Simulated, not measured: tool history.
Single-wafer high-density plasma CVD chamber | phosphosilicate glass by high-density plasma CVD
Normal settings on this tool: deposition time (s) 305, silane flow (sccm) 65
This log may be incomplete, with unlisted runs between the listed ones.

run	hour	deposition time (s)	silane flow (sccm)	wafers since the last listed run	hours since the silane flow controller was replaced	hours since the gauge calibration	read-back reference wafer on the same gauge, thickness_nm	mean film thickness on the monitor wafer (angstrom)
1	0	305	65	0	2389.9	819.7	2299.143	19761.93
2	31.2	305	65	159	2421.1	850.9	2302.86	19877.37
3	46.1	305	65	76	2436	865.8	2298.054	19885.05
4	59.7	305	65	69	2449.6	879.4	2295.537	20034.96
5	87.4	305	65	141	2477.3	907.1	2298.922	20123.34
6	114	305	65	135	2503.9	933.7	2294.474	20070.85
7	147.6	305	68	171	2537.5	967.3	2299.731	21094.89
8	245.2	325	68	498	2635.1	1064.9	2297.349	22492.99
9	258	325	68	65	2647.9	1077.7	2301.471	22538.23
10	275.2	325	68	87	2665.1	1094.9	2301.199	22545.41
11	361.8	317	65	442	2751.7	1181.5	2299.351	20884.75
12	396.3	276	65	176	2786.2	1216	2301.531	18362.38
13	415	276	65	95	2804.9	1234.7	2295.803	18244.66
14	443.4	305	65	145	2833.3	1263.1	2300.036	20205.63
15	531.6	305	65	450	2921.5	1351.3	2294.808	20130.31
16	548.6	305	57	86	2938.5	1368.3	2297.758	17682.49
17	578.1	305	57	150	2968	1397.8	2295.717	17914.75
# hour 580: gauge calibrated
18	602.3	305	57	123	2992.2	22.3	2292.059	17937.9
19	634.6	305	65	164	3024.5	54.6	2298.288	20434.97
20	653.3	305	65	95	3043.2	73.3	2298.87	20323.52
21	687.6	305	65	175	3077.5	107.6	2299.327	20464.1
22	713.1	336	55	130	3103	133.1	2296.816	18988.82
23	725.5	305	65	63	3115.4	145.5	2297.878	20397.41
24	755.9	364	65	155	3145.8	175.9	2296.551	24342
25	777	346	65	107	3166.9	197	2305.257	23228.7
26	790.4	305	74	68	3180.3	210.4	2301.529	23376.87
27	819.4	365	60	148	3209.3	239.4	2297.952	22723.21
# hour 918: silane flow controller replaced
28	923.3	256	55	489	5.3	343.3	2299.629	13808.87
29	956	287	55	166	38	376	2300.08	15408.96
30	970.3	278	77	73	52.3	390.3	2296.416	20871.08
31	985.6	283	65	78	67.6	405.6	2299.44	17940.28
32	1002	338	61	83	84	422	2302.106	20006.04
33	1036.7	277	54	177	118.7	456.7	2302.848	14650.98
34	1070.5	305	65	172	152.5	490.5	2304.484	19467.26
35	1086	276	61	79	168	506	2299.568	16556.85
36	1181.4	323	58	487	263.4	601.4	2297.7	18420.79
37	1253.7	343	57	369	335.7	673.7	2300.147	19008.17
38	1275	305	65	108	357	695	2295.539	19478.17
39	1292.4	305	75	88	374.4	712.4	2302.873	22210.15
40	1319.6	335	58	138	401.6	739.6	2308.058	19039.54
41	1347.7	355	57	143	429.7	767.7	2298.716	19830.41
42	1375.4	305	65	141	457.4	795.4	2302.145	19432.79
43	1390.7	305	65	78	472.7	810.7	2296.2	19322.6
44	1417.3	305	53	135	499.3	837.3	2304.076	16026.25
45	1430.2	346	69	65	512.2	850.2	2296.465	23263.39
46	1449.9	261	70	100	531.9	869.9	2294.583	17825.12

Hidden state, per run?
gauge reads high (%): 0 at every run
H1: delivered silane flow above the setpoint (%)
run	H1
1	3.62
2	3.7
3	3.74
4	3.78
5	3.86
6	3.93
7	4.02
8	4.31
9	4.35
10	4.4
11	4.66
12	4.77
13	4.82
14	4.91
15	5.2
16	5.25
17	5.35
18	5.43
19	5.54
20	5.61
21	5.72
22	5.81
23	5.85
24	5.96
25	6.04
26	6.08
27	6.19
28	0.534
29	0.535
30	0.536
31	0.537
32	0.538
33	0.542
34	0.547
35	0.55
36	0.573
37	0.597
38	0.605
39	0.613
40	0.624
41	0.638
42	0.651
43	0.659
44	0.674
45	0.681
46	0.693

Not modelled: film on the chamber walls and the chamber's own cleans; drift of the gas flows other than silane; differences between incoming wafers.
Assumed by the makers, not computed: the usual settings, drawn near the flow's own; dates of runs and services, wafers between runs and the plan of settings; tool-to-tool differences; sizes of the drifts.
